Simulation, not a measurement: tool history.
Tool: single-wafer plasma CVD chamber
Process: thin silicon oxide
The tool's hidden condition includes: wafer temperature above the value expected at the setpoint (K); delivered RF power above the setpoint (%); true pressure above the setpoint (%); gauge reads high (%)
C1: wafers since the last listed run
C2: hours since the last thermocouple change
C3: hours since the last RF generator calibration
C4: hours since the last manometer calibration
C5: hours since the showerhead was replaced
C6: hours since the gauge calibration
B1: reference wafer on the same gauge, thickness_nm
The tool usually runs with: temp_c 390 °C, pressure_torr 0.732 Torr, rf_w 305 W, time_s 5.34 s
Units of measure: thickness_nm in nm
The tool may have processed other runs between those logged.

run 1 hour=0.0 | temp_c=390 pressure_torr=0.732 rf_w=270 time_s=5.34 | C1=0 C2=860.4 C3=1025.1 C4=1158.6 C5=5446.8 C6=352.5 | B1=7.734 | thickness_nm=8.789
run 2 hour=11.8 | temp_c=390 pressure_torr=0.732 rf_w=270 time_s=5.34 | C1=591 C2=872.2 C3=1036.9 C4=1170.4 C5=5458.6 C6=364.3 | B1=7.731 | thickness_nm=8.782
run 3 hour=18.2 | temp_c=390 pressure_torr=0.804 rf_w=305 time_s=5.34 | C1=320 C2=878.6 C3=1043.3 C4=1176.8 C5=5465.0 C6=370.7 | B1=7.752 | thickness_nm=9.960
run 4 hour=31.0 | temp_c=390 pressure_torr=0.732 rf_w=305 time_s=5.34 | C1=641 C2=891.4 C3=1056.1 C4=1189.6 C5=5477.8 C6=383.5 | B1=7.739 | thickness_nm=9.217
run 5 hour=41.7 | temp_c=390 pressure_torr=0.732 rf_w=305 time_s=5.34 | C1=536 C2=902.1 C3=1066.8 C4=1200.3 C5=5488.5 C6=394.2 | B1=7.747 | thickness_nm=9.281
-- hour=56.9 capacitance manometer re-zeroed and calibrated
run 6 hour=57.5 | temp_c=390 pressure_torr=0.732 rf_w=305 time_s=5.34 | C1=391 C2=917.9 C3=1082.6 C4=0.6 C5=5504.3 C6=410.0 | B1=7.742 | thickness_nm=9.236
run 7 hour=65.4 | temp_c=390 pressure_torr=0.732 rf_w=305 time_s=5.34 | C1=396 C2=925.8 C3=1090.5 C4=8.5 C5=5512.2 C6=417.9 | B1=7.744 | thickness_nm=9.248
-- hour=77.5 showerhead replaced
run 8 hour=83.2 | temp_c=390 pressure_torr=0.732 rf_w=280 time_s=5.34 | C1=491 C2=943.6 C3=1108.3 C4=26.3 C5=5.7 C6=435.7 | B1=7.748 | thickness_nm=8.888
-- hour=83.7 gauge calibrated
run 9 hour=100.2 | temp_c=390 pressure_torr=0.732 rf_w=280 time_s=5.34 | C1=852 C2=960.6 C3=1125.3 C4=43.3 C5=22.7 C6=16.5 | B1=7.730 | thickness_nm=8.934
run 10 hour=115.8 | temp_c=390 pressure_torr=0.732 rf_w=325 time_s=5.34 | C1=782 C2=976.2 C3=1140.9 C4=58.9 C5=38.3 C6=32.1 | B1=7.738 | thickness_nm=9.432
-- hour=129.8 thermocouple changed; heater temperature recalibrated
run 11 hour=130.3 | temp_c=390 pressure_torr=0.732 rf_w=305 time_s=5.34 | C1=326 C2=0.5 C3=1155.4 C4=73.4 C5=52.8 C6=46.6 | B1=7.740 | thickness_nm=9.244
run 12 hour=139.6 | temp_c=390 pressure_torr=0.732 rf_w=305 time_s=5.34 | C1=466 C2=9.8 C3=1164.7 C4=82.7 C5=62.1 C6=55.9 | B1=7.737 | thickness_nm=9.195
run 13 hour=149.4 | temp_c=390 pressure_torr=0.732 rf_w=305 time_s=5.34 | C1=491 C2=19.6 C3=1174.5 C4=92.5 C5=71.9 C6=65.7 | B1=7.737 | thickness_nm=9.203
run 14 hour=162.1 | temp_c=380 pressure_torr=0.732 rf_w=305 time_s=4.81 | C1=636 C2=32.3 C3=1187.2 C4=105.2 C5=84.6 C6=78.4 | B1=7.744 | thickness_nm=8.410
run 15 hour=168.4 | temp_c=390 pressure_torr=0.581 rf_w=355 time_s=4.67 | C1=315 C2=38.6 C3=1193.5 C4=111.5 C5=90.9 C6=84.7 | B1=7.741 | thickness_nm=7.017
run 16 hour=176.3 | temp_c=381 pressure_torr=0.873 rf_w=245 time_s=5.63 | C1=396 C2=46.5 C3=1201.4 C4=119.4 C5=98.8 C6=92.6 | B1=7.746 | thickness_nm=10.312
run 17 hour=190.0 | temp_c=403 pressure_torr=0.732 rf_w=365 time_s=5.34 | C1=687 C2=60.2 C3=1215.1 C4=133.1 C5=112.5 C6=106.3 | B1=7.750 | thickness_nm=9.733
run 18 hour=217.3 | temp_c=384 pressure_torr=0.793 rf_w=365 time_s=6.35 | C1=1369 C2=87.5 C3=1242.4 C4=160.4 C5=139.8 C6=133.6 | B1=7.739 | thickness_nm=12.581
run 19 hour=233.7 | temp_c=390 pressure_torr=0.889 rf_w=350 time_s=4.34 | C1=822 C2=103.9 C3=1258.8 C4=176.8 C5=156.2 C6=150.0 | B1=7.738 | thickness_nm=9.248
-- hour=242.1 RF generator calibrated
run 20 hour=242.7 | temp_c=400 pressure_torr=0.732 rf_w=305 time_s=5.34 | C1=50 C2=112.9 C3=0.6 C4=185.8 C5=165.2 C6=159.0 | B1=7.745 | thickness_nm=9.156
run 21 hour=254.4 | temp_c=390 pressure_torr=0.732 rf_w=360 time_s=5.34 | C1=586 C2=124.6 C3=12.3 C4=197.5 C5=176.9 C6=170.7 | B1=7.739 | thickness_nm=9.751
run 22 hour=263.7 | temp_c=397 pressure_torr=0.627 rf_w=285 time_s=4.90 | C1=466 C2=133.9 C3=21.6 C4=206.8 C5=186.2 C6=180.0 | B1=7.741 | thickness_nm=7.145
run 23 hour=277.2 | temp_c=390 pressure_torr=0.591 rf_w=305 time_s=5.81 | C1=677 C2=147.4 C3=35.1 C4=220.3 C5=199.7 C6=193.5 | B1=7.739 | thickness_nm=8.359
run 24 hour=286.4 | temp_c=380 pressure_torr=0.835 rf_w=250 time_s=5.34 | C1=461 C2=156.6 C3=44.3 C4=229.5 C5=208.9 C6=202.7 | B1=7.736 | thickness_nm=9.506
run 25 hour=301.1 | temp_c=378 pressure_torr=0.732 rf_w=270 time_s=5.34 | C1=737 C2=171.3 C3=59.0 C4=244.2 C5=223.6 C6=217.4 | B1=7.739 | thickness_nm=8.849
run 26 hour=313.3 | temp_c=385 pressure_torr=0.797 rf_w=250 time_s=5.94 | C1=611 C2=183.5 C3=71.2 C4=256.4 C5=235.8 C6=229.6 | B1=7.740 | thickness_nm=10.173
run 27 hour=319.7 | temp_c=390 pressure_torr=0.795 rf_w=340 time_s=6.22 | C1=320 C2=189.9 C3=77.6 C4=262.8 C5=242.2 C6=236.0 | B1=7.739 | thickness_nm=11.911
run 28 hour=328.6 | temp_c=390 pressure_torr=0.786 rf_w=335 time_s=5.34 | C1=446 C2=198.8 C3=86.5 C4=271.7 C5=251.1 C6=244.9 | B1=7.745 | thickness_nm=10.111

Expected results for the next run?
run 29 hour=339.7 | temp_c=397 pressure_torr=0.732 rf_w=305 time_s=4.33 | C1=556 C2=209.9 C3=97.6 C4=282.8 C5=262.2 C6=256.0 | B1=? | thickness_nm=?

Run 29 yielded B1 7.743, thickness_nm 7.450 nm.
With the hidden condition absent and the run-to-run variation left alone, this run would have shown thickness_nm 7.450 nm.
